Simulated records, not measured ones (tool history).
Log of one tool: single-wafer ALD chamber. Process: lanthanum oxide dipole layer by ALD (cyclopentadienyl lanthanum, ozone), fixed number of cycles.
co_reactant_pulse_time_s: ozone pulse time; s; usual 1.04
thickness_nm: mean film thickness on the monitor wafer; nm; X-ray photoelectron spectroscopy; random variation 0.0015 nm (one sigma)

run,day,co_reactant_pulse_time_s,"read-back reference wafer on the same gauge, thickness_nm",thickness_nm
1,0,0.95,0.489,0.515
2,0.729,1.04,0.489,0.533
3,1.212,1.04,0.491,0.532
4,1.667,1.04,0.49,0.534
5,1.996,1.04,0.49,0.532
6,2.588,1.12,0.49,0.544
7,3.162,1.12,0.489,0.545
# day 3.546: gauge calibrated
8,3.892,1.12,0.49,0.545
9,4.383,1.04,0.49,0.533
10,4.996,1.04,0.49,0.535
11,5.246,1.04,0.49,0.533
12,5.608,0.81,0.49,0.478
13,6.146,1.04,0.49,0.532
14,6.771,1.04,0.49,0.535
15,7.296,1.04,0.49,0.532
16,7.671,1.04,0.49,0.532
17,7.933,1.44,0.49,0.578
18,8.325,1.04,0.49,0.533
19,9.058,1.16,0.49,0.549
20,9.542,1.37,0.49,0.57
21,10.108,1.04,0.49,0.532
# day 10.675: ozone generator serviced
22,10.696,1.04,0.49,0.532
# day 11.25: thermocouple changed; heater temperature recalibrated
23,11.325,1.2,0.49,0.554
24,11.992,1.28,0.49,0.564
25,12.254,0.91,0.49,0.506
# day 12.942: gauge calibrated
# day 13.288: showerhead replaced
26,13.308,0.82,0.49,0.483
27,13.554,1.04,0.49,0.532
28,14.038,1.42,0.49,0.576
29,14.35,1.15,0.49,0.548
30,14.696,1.04,0.49,0.533
31,15.304,0.68,0.49,0.438
32,15.612,0.85,0.49,0.49
33,16.279,1.04,0.49,0.533
34,16.912,1.04,0.49,0.533

The tool's hidden state at each run:
wafer temperature above the value expected at the setpoint (K): 0 in every run
ozone dose above that of a generator just serviced (%): 0 in every run
gauge reads high (%): 0 in every run
